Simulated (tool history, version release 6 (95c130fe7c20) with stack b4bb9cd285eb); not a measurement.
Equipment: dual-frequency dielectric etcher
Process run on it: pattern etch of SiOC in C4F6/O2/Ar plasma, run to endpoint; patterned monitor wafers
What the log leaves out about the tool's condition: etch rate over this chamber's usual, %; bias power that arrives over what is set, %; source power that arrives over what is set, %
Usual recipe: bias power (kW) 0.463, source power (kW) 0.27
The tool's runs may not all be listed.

run,hour,bias power (kW),source power (kW),wafers since the last listed run,hours since the last wet clean,hours since the last bias power generator calibration,hours since the last source power generator calibration,hours since the last upper electrode change,"incoming incoming film thickness, nm",endpoint time (s)
1,0,0.528,0.25,0,29.2,1406.9,1812.1,2014.1,50.9,20.2
2,41.3,0.528,0.25,461,70.5,1448.2,1853.4,2055.4,51.6,20.5
3,124.2,0.463,0.27,926,153.4,1531.1,1936.3,2138.3,51.4,20.9
4,202.6,0.463,0.31,875,231.8,1609.5,2014.7,2216.7,51.9,20
5,298.7,0.463,0.27,1073,327.9,1705.6,2110.8,2312.8,50.8,20.8
6,370.2,0.463,0.27,798,399.4,1777.1,2182.3,2384.3,50.9,20.9
7,466,0.499,0.32,1070,495.2,1872.9,2278.1,2480.1,51.3,19.2
8,507.2,0.463,0.27,460,536.4,1914.1,2319.3,2521.3,50.9,21.2
9,560.2,0.463,0.27,592,589.4,1967.1,2372.3,2574.3,51.3,21.5
10,608.7,0.463,0.23,541,637.9,2015.6,2420.8,2622.8,51.1,23.3
# hour 655.8: wet clean of the chamber
11,671.1,0.411,0.24,428,15.3,2078,2483.2,2685.2,51.4,22.6
12,753.2,0.411,0.24,917,97.4,2160.1,2565.3,2767.3,51.2,22.9
13,818.4,0.411,0.24,728,162.6,2225.3,2630.5,2832.5,51.5,22.8
14,893.4,0.509,0.25,837,237.6,2300.3,2705.5,2907.5,51.2,20.7
15,970.8,0.463,0.25,864,315,2377.7,2782.9,2984.9,51.3,21.8
# hour 990.1: bias power generator calibrated
16,1080.9,0.463,0.27,1185,425.1,90.8,2893,3095,50.9,21
17,1132.8,0.553,0.27,579,477,142.7,2944.9,3146.9,51.8,20
18,1171,0.413,0.27,426,515.2,180.9,2983.1,3185.1,51.5,22.2
# hour 1199.3: wet clean of the chamber
19,1231.5,0.36,0.27,407,32.2,241.4,3043.6,3245.6,51.6,22.5
20,1279.6,0.463,0.27,537,80.3,289.5,3091.7,3293.7,51.5,20.6
21,1498.1,0.413,0.24,2440,298.8,508,3310.2,3512.2,51.4,22.9
22,1569.1,0.463,0.27,793,369.8,579,3381.2,3583.2,51.4,20.9
23,1623,0.527,0.31,602,423.7,632.9,3435.1,3637.1,50.6,18.3
24,1669.6,0.572,0.27,520,470.3,679.5,3481.7,3683.7,51.8,19.7
# hour 1699.9: source power generator calibrated
25,1789.5,0.463,0.27,1294,590.2,799.4,89.6,3803.6,51.6,21.7
# hour 1819.9: upper electrode replaced
26,1850.9,0.413,0.27,417,651.6,860.8,151,31,51.5,22.7
# hour 1905.6: wet clean of the chamber
27,1931.1,0.495,0.25,627,25.5,941,231.2,111.2,51,20.9
28,2014.6,0.569,0.29,932,109,1024.5,314.7,194.7,51.2,18.5
29,2108.5,0.357,0.25,1048,202.9,1118.4,408.6,288.6,50.8,23.8
30,2177.4,0.463,0.34,769,271.8,1187.3,477.5,357.5,51.3,18.8
31,2249.7,0.38,0.27,807,344.1,1259.6,549.8,429.8,51.6,22.9
32,2295.3,0.463,0.27,509,389.7,1305.2,595.4,475.4,50.7,20.9
33,2351.7,0.463,0.27,630,446.1,1361.6,651.8,531.8,51.2,21.4
34,2447.4,0.539,0.27,1069,541.8,1457.3,747.5,627.5,51.7,20.7
# hour 2550.7: wet clean of the chamber
35,2551.2,0.512,0.27,891,0.5,1561.1,851.3,731.3,52.4,20
36,2576,0.433,0.24,277,25.3,1585.9,876.1,756.1,50.7,22.1

Alternative continuations, all from the tool just after run 36; predict every row:
A,2576.4,0.463,0.27,4,25.7,1586.3,876.5,756.5,50.7,?
B,2576.4,0.403,0.21,4,25.7,1586.3,876.5,756.5,50.7,?
C,2576.4,0.561,0.31,4,25.7,1586.3,876.5,756.5,50.7,?

run,endpoint time (s)
A,20.3
B,24.5
C,17.7
With no hidden state in the tool, these same runs would have given:
run,endpoint time (s)
A,20.7
B,24.9
C,18
